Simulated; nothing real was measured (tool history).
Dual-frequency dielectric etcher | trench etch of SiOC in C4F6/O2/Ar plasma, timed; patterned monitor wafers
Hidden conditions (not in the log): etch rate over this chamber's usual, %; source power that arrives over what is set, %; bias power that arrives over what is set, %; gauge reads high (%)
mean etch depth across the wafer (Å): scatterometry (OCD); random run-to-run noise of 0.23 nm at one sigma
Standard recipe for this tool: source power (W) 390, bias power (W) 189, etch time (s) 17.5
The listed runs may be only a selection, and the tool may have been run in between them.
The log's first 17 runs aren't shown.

run	hour	source power (W)	bias power (W)	etch time (s)	wafers since the last listed run	hours since the last wet clean	hours since the last source power generator calibration	hours since the last bias power generator calibration	hours since the last upper electrode change	hours since the gauge calibration	read-back reference wafer on the same gauge, depth_nm	mean etch depth across the wafer (Å)
18	1222.6	420	168	19.0	1912	112.5	1001.4	1027.6	157.7	720.8	34.81	403.8
19	1289.2	320	203	17.5	1404	179.1	1068.0	1094.2	224.3	787.4	34.82	364.3
20	1392.3	330	160	12.5	2173	282.2	1171.1	1197.3	327.4	890.5	34.86	241.9
21	1446.6	390	206	15.5	1144	336.5	1225.4	1251.6	381.7	944.8	34.72	356.2
22	1487.7	390	189	17.5	866	377.6	1266.5	1292.7	422.8	985.9	34.81	386.5
23	1544.7	390	189	20.0	1201	434.6	1323.5	1349.7	479.8	1042.9	34.82	446.8
24	1586.6	330	189	22.0	883	476.5	1365.4	1391.6	521.7	1084.8	34.73	467.3
# hour 1630.7: wet clean of the chamber
25	1685.3	390	149	20.0	1574	54.6	1464.1	1490.3	620.4	1183.5	34.74	403.4
26	1737.7	390	189	17.5	1104	107.0	1516.5	1542.7	672.8	1235.9	34.78	383.1
27	1837.2	390	189	17.5	2097	206.5	1616.0	1642.2	772.3	1335.4	34.85	385.8
28	1883.3	390	212	17.5	971	252.6	1662.1	1688.3	818.4	1381.5	34.73	407.9
29	1934.1	320	153	13.0	1071	303.4	1712.9	1739.1	869.2	1432.3	34.78	248.3
30	1980.4	330	212	17.5	976	349.7	1759.2	1785.4	915.5	1478.6	34.72	389.9

Predict each of these 4 candidate next runs independently; none follows another, all start after run 30:
A	1980.8	390	189	19.0	8	350.1	1759.6	1785.8	915.9	1479.0	?	?
B	1980.8	480	220	22.0	8	350.1	1759.6	1785.8	915.9	1479.0	?	?
C	1980.8	350	203	19.5	8	350.1	1759.6	1785.8	915.9	1479.0	?	?
D	1980.8	460	223	14.0	8	350.1	1759.6	1785.8	915.9	1479.0	?	?

run	read-back reference wafer on the same gauge, depth_nm	mean etch depth across the wafer (Å)
A	34.83	420.5
B	34.83	556.3
C	34.83	428.9
D	34.83	350.8
The same runs, with their run-to-run variation unchanged, on a tool lacking any hidden condition would have given:
run	mean etch depth across the wafer (Å)
A	408.3
B	540.1
C	416.4
D	340.6
